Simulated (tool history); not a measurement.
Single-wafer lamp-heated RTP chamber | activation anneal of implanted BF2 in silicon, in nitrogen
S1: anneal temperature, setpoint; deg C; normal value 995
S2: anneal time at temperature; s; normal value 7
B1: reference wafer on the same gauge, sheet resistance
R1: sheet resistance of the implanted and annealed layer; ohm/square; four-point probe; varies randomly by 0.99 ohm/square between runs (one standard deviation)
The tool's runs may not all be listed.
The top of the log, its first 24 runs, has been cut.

run 25 hour=2010 | S1=972 S2=4 | B1=693.11 | R1=681.92
run 26 hour=2079 | S1=995 S2=11 | B1=693.51 | R1=664.15
-- hour=2117.1 pyrometer window cleaned and pyrometer calibrated
run 27 hour=2162.9 | S1=995 S2=7 | B1=693.53 | R1=664.27
run 28 hour=2256.5 | S1=995 S2=4 | B1=693.59 | R1=668
run 29 hour=2335.1 | S1=1022 S2=8 | B1=693.8 | R1=660.15
run 30 hour=2400.8 | S1=1012 S2=11 | B1=694.09 | R1=659.01
run 31 hour=2506.6 | S1=995 S2=10 | B1=694.14 | R1=664.54
run 32 hour=2550.2 | S1=1018 S2=4 | B1=693.97 | R1=664.36
run 33 hour=2629.8 | S1=1019 S2=7 | B1=694.02 | R1=663.33
-- hour=2659.4 reflector plate cleaned
-- hour=2677.1 pyrometer window cleaned and pyrometer calibrated
run 34 hour=2689.8 | S1=1007 S2=3 | B1=694.22 | R1=665.84
run 35 hour=2753.5 | S1=1009 S2=7 | B1=694.58 | R1=662.85

Branching from run 35: 5 alternative next runs. What would each branch give?
run A hour=2753.9 | S1=995 S2=7 | B1=? | R1=?
run B hour=2753.9 | S1=969 S2=7 | B1=? | R1=?
run C hour=2753.9 | S1=965 S2=4 | B1=? | R1=?
run D hour=2753.9 | S1=974 S2=11 | B1=? | R1=?
run E hour=2753.9 | S1=969 S2=10 | B1=? | R1=?

run=A B1=694.32 R1=666.23
run=B B1=694.32 R1=685.67
run=C B1=694.32 R1=695.7
run=D B1=694.32 R1=676.33
run=E B1=694.32 R1=683.18
What these runs would have given with no unlogged condition in the tool:
run=A R1=661.93
run=B R1=681.24
run=C R1=691.21
run=D R1=671.97
run=E R1=678.77
